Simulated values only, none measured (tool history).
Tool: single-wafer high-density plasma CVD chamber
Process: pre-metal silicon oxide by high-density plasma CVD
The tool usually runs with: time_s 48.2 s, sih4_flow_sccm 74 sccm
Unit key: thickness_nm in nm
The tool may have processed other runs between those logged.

run,hour,time_s,sih4_flow_sccm,"read-back reference wafer on the same gauge, thickness_nm",thickness_nm
1,0,48.2,74,287.014,359.294
2,54.7,48.2,74,286.768,361.86
3,117.4,41,74,287.167,305.165
4,162.7,41,74,287.292,306.307
# hour 163.1: gauge calibrated
5,205.6,48.2,74,287.213,362.714
6,309.4,48.2,74,287.371,363.102
7,368.5,48.2,74,286.731,361.909
8,460.6,48.2,74,287.329,364.82
# hour 536.3: silane flow controller replaced
9,563.9,42.7,65,287.416,277.64
10,618.8,48.2,83,287.165,394.651
11,692.6,48.2,83,287.179,397.251
12,773.5,48.2,74,287.053,353.043
13,868.7,42.4,61,286.804,261.079
# hour 950.5: gauge calibrated
14,954.5,41.6,88,287.434,360.587
15,1016.3,45.3,74,286.899,333.943
16,1058.1,43.9,74,287.193,324.605

What will run 17 give?
17,1140.2,41.6,88,?,?

{"run 17": {"read-back reference wafer on the same gauge, thickness_nm": 287.39, "thickness_nm": 362.145}}
Were there no unlogged condition in the tool, this run, its random variation unchanged, would have produced thickness_nm 355.918 nm.
